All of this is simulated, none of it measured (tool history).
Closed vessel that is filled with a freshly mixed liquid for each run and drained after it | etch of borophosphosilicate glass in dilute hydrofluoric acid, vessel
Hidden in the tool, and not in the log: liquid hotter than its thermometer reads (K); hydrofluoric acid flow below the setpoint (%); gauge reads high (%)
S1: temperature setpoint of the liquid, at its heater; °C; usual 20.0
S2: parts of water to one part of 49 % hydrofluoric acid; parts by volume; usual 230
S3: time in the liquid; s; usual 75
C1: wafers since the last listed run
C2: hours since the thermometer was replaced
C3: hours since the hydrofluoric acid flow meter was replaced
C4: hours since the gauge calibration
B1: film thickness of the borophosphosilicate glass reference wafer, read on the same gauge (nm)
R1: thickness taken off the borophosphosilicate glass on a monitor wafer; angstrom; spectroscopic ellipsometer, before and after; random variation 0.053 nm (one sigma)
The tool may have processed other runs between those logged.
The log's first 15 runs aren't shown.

run,hour,S1,S2,S3,C1,C2,C3,C4,B1,R1
16,222.8,17.5,230,75,2370,867.3,18.7,188.2,139.98,46.6
17,236.8,20.0,230,75,1918,881.3,32.7,202.2,140.00,51.2
18,245.5,20.0,230,75,1192,890.0,41.4,210.9,140.00,50.3
19,252.6,17.0,195,40,972,897.1,48.5,218.0,140.00,29.7
# hour 270.4: thermometer replaced
20,270.9,20.0,230,75,2370,0.5,66.8,236.3,140.02,51.3
# hour 273.0: hydrofluoric acid flow meter replaced, repeated, since the last time left the tool worse
21,276.6,22.5,150,75,644,6.2,3.6,242.0,139.99,113.3
22,288.3,20.0,230,105,1603,17.9,15.3,253.7,140.01,86.9
23,305.2,17.0,230,55,2315,34.8,32.2,270.6,139.99,40.1
# hour 317.2: gauge calibrated
24,333.1,20.0,230,75,3823,62.7,60.1,15.9,140.01,61.4
25,347.1,20.0,280,55,1918,76.7,74.1,29.9,139.99,34.8
26,363.5,21.5,200,110,2247,93.1,90.5,46.3,140.01,113.4
27,378.9,20.0,130,75,2110,108.5,105.9,61.7,140.01,120.0
28,390.4,22.5,150,75,1575,120.0,117.4,73.2,139.98,113.0
29,401.6,22.5,230,90,1534,131.2,128.6,84.4,139.98,81.4
30,413.0,21.5,180,90,1562,142.6,140.0,95.8,140.04,105.3

Estimate the outcome of run 31 from the log above:
31,423.5,17.0,320,100,1438,153.1,150.5,106.3,?,?

B1: 139.98
R1: 48.7 angstrom
With the hidden condition absent and the run-to-run variation left alone, this run would have shown R1 50.0 angstrom.

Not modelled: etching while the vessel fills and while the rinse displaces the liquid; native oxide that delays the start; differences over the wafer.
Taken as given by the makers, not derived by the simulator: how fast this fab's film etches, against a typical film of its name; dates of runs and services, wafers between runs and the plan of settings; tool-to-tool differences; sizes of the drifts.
